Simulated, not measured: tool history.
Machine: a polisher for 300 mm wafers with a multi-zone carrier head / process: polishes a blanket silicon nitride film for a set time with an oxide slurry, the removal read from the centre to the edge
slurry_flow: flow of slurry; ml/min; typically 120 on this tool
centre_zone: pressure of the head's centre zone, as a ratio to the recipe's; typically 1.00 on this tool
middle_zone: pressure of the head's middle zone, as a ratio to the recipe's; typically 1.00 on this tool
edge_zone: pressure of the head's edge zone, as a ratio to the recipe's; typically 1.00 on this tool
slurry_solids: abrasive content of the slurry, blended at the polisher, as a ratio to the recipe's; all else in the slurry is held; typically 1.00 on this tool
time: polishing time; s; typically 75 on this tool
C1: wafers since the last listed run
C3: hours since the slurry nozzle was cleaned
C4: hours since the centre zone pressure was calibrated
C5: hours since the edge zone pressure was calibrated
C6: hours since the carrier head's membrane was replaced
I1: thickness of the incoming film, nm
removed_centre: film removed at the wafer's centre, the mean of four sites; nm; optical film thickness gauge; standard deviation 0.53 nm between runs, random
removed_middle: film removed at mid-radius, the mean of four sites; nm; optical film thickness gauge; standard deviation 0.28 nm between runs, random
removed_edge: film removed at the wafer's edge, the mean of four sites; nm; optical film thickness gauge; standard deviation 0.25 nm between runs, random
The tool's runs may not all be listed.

run 1 day=0.000 | slurry_flow=120 centre_zone=1.00 middle_zone=1.00 edge_zone=1.00 slurry_solids=1.00 time=75 | C1=0 wafers_polished_on_this_pad=1877 C3=9.5 C4=46.1 C5=573.2 C6=610.9 | I1=600.3 | removed_centre=34.8 removed_middle=38.5 removed_edge=38.4
run 2 day=2.212 | slurry_flow=120 centre_zone=1.00 middle_zone=1.00 edge_zone=1.08 slurry_solids=1.00 time=75 | C1=342 wafers_polished_on_this_pad=2220 C3=62.6 C4=99.2 C5=626.3 C6=664.0 | I1=589.7 | removed_centre=35.0 removed_middle=38.3 removed_edge=39.5
run 3 day=4.575 | slurry_flow=120 centre_zone=1.00 middle_zone=1.00 edge_zone=1.08 slurry_solids=1.00 time=75 | C1=365 wafers_polished_on_this_pad=2585 C3=119.3 C4=155.9 C5=683.0 C6=720.7 | I1=588.1 | removed_centre=34.2 removed_middle=37.9 removed_edge=38.9
run 4 day=8.062 | slurry_flow=120 centre_zone=1.00 middle_zone=1.00 edge_zone=1.00 slurry_solids=1.00 time=75 | C1=540 wafers_polished_on_this_pad=3126 C3=203.0 C4=239.6 C5=766.7 C6=804.4 | I1=596.2 | removed_centre=34.8 removed_middle=38.5 removed_edge=37.5
-- day=10.367 worn pad replaced by a new one
run 5 day=10.712 | slurry_flow=120 centre_zone=1.00 middle_zone=1.00 edge_zone=1.00 slurry_solids=1.15 time=91 | C1=384 wafers_polished_on_this_pad=53 C3=266.6 C4=303.2 C5=830.3 C6=868.0 | I1=592.0 | removed_centre=44.2 removed_middle=50.1 removed_edge=49.2
run 6 day=14.012 | slurry_flow=120 centre_zone=1.00 middle_zone=1.00 edge_zone=1.00 slurry_solids=1.00 time=67 | C1=511 wafers_polished_on_this_pad=564 C3=345.8 C4=382.4 C5=909.5 C6=947.2 | I1=597.8 | removed_centre=30.1 removed_middle=34.9 removed_edge=34.1
-- day=14.450 edge zone pressure recalibrated
run 7 day=15.738 | slurry_flow=120 centre_zone=1.00 middle_zone=1.00 edge_zone=1.00 slurry_solids=1.00 time=75 | C1=254 wafers_polished_on_this_pad=818 C3=387.2 C4=423.8 C5=30.9 C6=988.6 | I1=584.6 | removed_centre=33.8 removed_middle=38.1 removed_edge=38.2
run 8 day=20.154 | slurry_flow=120 centre_zone=1.00 middle_zone=1.00 edge_zone=1.03 slurry_solids=1.00 time=75 | C1=684 wafers_polished_on_this_pad=1502 C3=493.2 C4=529.8 C5=136.9 C6=1094.6 | I1=584.3 | removed_centre=34.5 removed_middle=38.4 removed_edge=38.1
-- day=23.338 centre zone pressure recalibrated, repeated, since the last time left the tool worse
run 9 day=24.462 | slurry_flow=120 centre_zone=1.00 middle_zone=1.00 edge_zone=1.00 slurry_solids=1.00 time=82 | C1=654 wafers_polished_on_this_pad=2157 C3=596.6 C4=27.0 C5=240.3 C6=1198.0 | I1=589.1 | removed_centre=42.7 removed_middle=42.4 removed_edge=41.6
run 10 day=28.367 | slurry_flow=150 centre_zone=1.00 middle_zone=0.92 edge_zone=1.00 slurry_solids=1.00 time=75 | C1=604 wafers_polished_on_this_pad=2761 C3=690.3 C4=120.7 C5=334.0 C6=1291.7 | I1=587.5 | removed_centre=40.3 removed_middle=37.7 removed_edge=39.0
-- day=30.288 slurry nozzle cleaned
run 11 day=30.458 | slurry_flow=120 centre_zone=1.06 middle_zone=1.00 edge_zone=0.97 slurry_solids=1.00 time=75 | C1=317 wafers_polished_on_this_pad=3079 C3=4.1 C4=170.9 C5=384.2 C6=1341.9 | I1=579.3 | removed_centre=40.1 removed_middle=38.4 removed_edge=37.5
-- day=31.725 worn pad replaced by a new one
run 12 day=33.829 | slurry_flow=120 centre_zone=1.00 middle_zone=1.00 edge_zone=1.00 slurry_solids=1.00 time=75 | C1=496 wafers_polished_on_this_pad=326 C3=85.0 C4=251.8 C5=465.1 C6=1422.8 | I1=587.9 | removed_centre=39.3 removed_middle=38.4 removed_edge=37.9
run 13 day=35.633 | slurry_flow=120 centre_zone=0.92 middle_zone=1.00 edge_zone=1.00 slurry_solids=1.00 time=98 | C1=279 wafers_polished_on_this_pad=605 C3=128.3 C4=295.1 C5=508.4 C6=1466.1 | I1=590.2 | removed_centre=46.4 removed_middle=50.3 removed_edge=50.2
run 14 day=39.846 | slurry_flow=85 centre_zone=1.00 middle_zone=1.00 edge_zone=1.09 slurry_solids=1.00 time=75 | C1=652 wafers_polished_on_this_pad=1257 C3=229.4 C4=396.2 C5=609.5 C6=1567.2 | I1=583.1 | removed_centre=35.7 removed_middle=36.0 removed_edge=37.7
run 15 day=42.017 | slurry_flow=120 centre_zone=0.92 middle_zone=1.00 edge_zone=1.00 slurry_solids=0.75 time=85 | C1=336 wafers_polished_on_this_pad=1594 C3=281.5 C4=448.3 C5=661.6 C6=1619.3 | I1=595.4 | removed_centre=35.5 removed_middle=37.2 removed_edge=36.4
-- day=50.075 carrier head's membrane replaced by a new one
-- day=51.358 edge zone pressure recalibrated
run 16 day=55.071 | slurry_flow=120 centre_zone=0.90 middle_zone=1.00 edge_zone=1.00 slurry_solids=1.00 time=75 | C1=1976 wafers_polished_on_this_pad=3570 C3=594.8 C4=761.6 C5=89.1 C6=119.9 | I1=578.7 | removed_centre=35.3 removed_middle=38.1 removed_edge=38.0
-- day=57.317 worn pad replaced by a new one
run 17 day=58.708 | slurry_flow=80 centre_zone=1.00 middle_zone=0.94 edge_zone=1.11 slurry_solids=0.80 time=75 | C1=537 wafers_polished_on_this_pad=215 C3=682.1 C4=848.9 C5=176.4 C6=207.2 | I1=585.5 | removed_centre=30.8 removed_middle=29.5 removed_edge=33.4
-- day=60.550 slurry nozzle cleaned
run 18 day=61.433 | slurry_flow=85 centre_zone=1.00 middle_zone=1.00 edge_zone=1.00 slurry_solids=1.00 time=75 | C1=415 wafers_polished_on_this_pad=631 C3=21.2 C4=914.3 C5=241.8 C6=272.6 | I1=584.3 | removed_centre=34.2 removed_middle=35.8 removed_edge=35.5
run 19 day=64.904 | slurry_flow=120 centre_zone=1.00 middle_zone=1.00 edge_zone=1.00 slurry_solids=1.30 time=75 | C1=537 wafers_polished_on_this_pad=1168 C3=104.5 C4=997.6 C5=325.1 C6=355.9 | I1=591.2 | removed_centre=41.6 removed_middle=43.6 removed_edge=43.4
run 20 day=66.671 | slurry_flow=120 centre_zone=1.06 middle_zone=1.00 edge_zone=1.10 slurry_solids=1.00 time=75 | C1=273 wafers_polished_on_this_pad=1442 C3=146.9 C4=1040.0 C5=367.5 C6=398.3 | I1=585.1 | removed_centre=39.7 removed_middle=37.9 removed_edge=39.3
-- day=69.012 centre zone pressure recalibrated
-- day=77.517 worn pad replaced by a new one
run 21 day=79.150 | slurry_flow=120 centre_zone=1.00 middle_zone=1.00 edge_zone=1.00 slurry_solids=1.00 time=99 | C1=1893 wafers_polished_on_this_pad=252 C3=446.4 C4=243.3 C5=667.0 C6=697.8 | I1=591.8 | removed_centre=51.2 removed_middle=50.6 removed_edge=50.3

Give the tool's hidden conditions for every run:
removal rate lost through wear of the pad, %: 0 across all the runs
slurry flow missing at the pad, %: 0 across all the runs
deviation of the edge zone's pressure from its setpoint, %: 0 across all the runs
H1: deviation of the centre zone's pressure from its setpoint, %
run=1 H1=-13.7
run=2 H1=-13.7
run=3 H1=-13.8
run=4 H1=-14
run=5 H1=-14.2
run=6 H1=-14.4
run=7 H1=-14.6
run=8 H1=-15.1
run=9 H1=0.49
run=10 H1=0.417
run=11 H1=0.339
run=12 H1=0.159
run=13 H1=0.0333
run=14 H1=-0.336
run=15 H1=-0.569
run=16 H1=-2.57
run=17 H1=-3.32
run=18 H1=-3.93
run=19 H1=-4.77
run=20 H1=-5.22
run=21 H1=0.179
